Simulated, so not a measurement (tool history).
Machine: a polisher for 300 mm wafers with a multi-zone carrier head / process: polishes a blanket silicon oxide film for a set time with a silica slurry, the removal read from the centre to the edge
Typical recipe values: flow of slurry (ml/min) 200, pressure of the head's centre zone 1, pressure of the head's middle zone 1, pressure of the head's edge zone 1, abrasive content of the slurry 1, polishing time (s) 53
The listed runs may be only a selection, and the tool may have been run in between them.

run,hour,flow of slurry (ml/min),pressure of the head's centre zone,pressure of the head's middle zone,pressure of the head's edge zone,abrasive content of the slurry,polishing time (s),"incoming thickness of the incoming film, nm",film removed at the wafer's centre (Å),film removed at mid-radius (Å),film removed at the wafer's edge (Å)
1,0,200,1.05,1,1,1,53,1431,1311,1296,1271
2,28,200,1.05,1,1,1,53,1468.1,1304,1268,1247
3,51.4,200,1.05,1,1,1,53,1459.9,1291,1228,1203
4,82.2,200,0.96,1,1,1,53,1444.2,1121,1179,1155
# hour 87.6: worn pad replaced by a new one
5,168.9,200,0.96,1,1,1,53,1491.5,1163,1244,1204
# hour 179.2: slurry nozzle cleaned
6,191.6,200,1,1,1,1,53,1436.5,1202,1201,1142
# hour 200.9: centre zone pressure recalibrated
# hour 211.2: edge zone pressure recalibrated
7,214,200,1,1,1,1,53,1453.3,1134,1165,1142
# hour 221.9: carrier head's membrane replaced by a new one
# hour 229: worn pad replaced by a new one
8,249.2,200,1,1,1,1,53,1465.2,1317,1330,1295
9,271,175,1,1,1,1,53,1466,1286,1290,1281
10,327.5,260,0.96,1,1,1,53,1455,1189,1299,1248
# hour 358.8: worn pad replaced by a new one
11,359.3,200,1,0.92,1.04,1,53,1468,1365,1272,1369
12,376.7,200,1,1,1,1,53,1457,1309,1364,1323
13,389.6,200,1,1,1,1,46,1444.8,1138,1116,1120
14,413.6,200,1,1,1,1,39,1476,953,925,934
15,445.5,175,1,1.06,1,1,53,1471.7,1216,1302,1177
16,475,200,1,1,1,1,53,1460.6,1211,1235,1193
# hour 491.2: worn pad replaced by a new one
17,496.8,200,1.06,1,1.11,1.1,53,1459.2,1506,1405,1447

Forecast each of these 3 alternatives for the next run:
A,497.2,200,1,1.12,1,1,53,1447.5,?,?,?
B,497.2,175,1,1,0.88,1,53,1447.5,?,?,?
C,497.2,250,1,0.9,1.08,0.9,53,1447.5,?,?,?

run,film removed at the wafer's centre (Å),film removed at mid-radius (Å),film removed at the wafer's edge (Å)
A,1335,1520,1313
B,1309,1357,1224
C,1305,1233,1327
Without the tool's hidden state the same runs would have given:
run,film removed at the wafer's centre (Å),film removed at mid-radius (Å),film removed at the wafer's edge (Å)
A,1350,1537,1328
B,1324,1373,1238
C,1320,1247,1342

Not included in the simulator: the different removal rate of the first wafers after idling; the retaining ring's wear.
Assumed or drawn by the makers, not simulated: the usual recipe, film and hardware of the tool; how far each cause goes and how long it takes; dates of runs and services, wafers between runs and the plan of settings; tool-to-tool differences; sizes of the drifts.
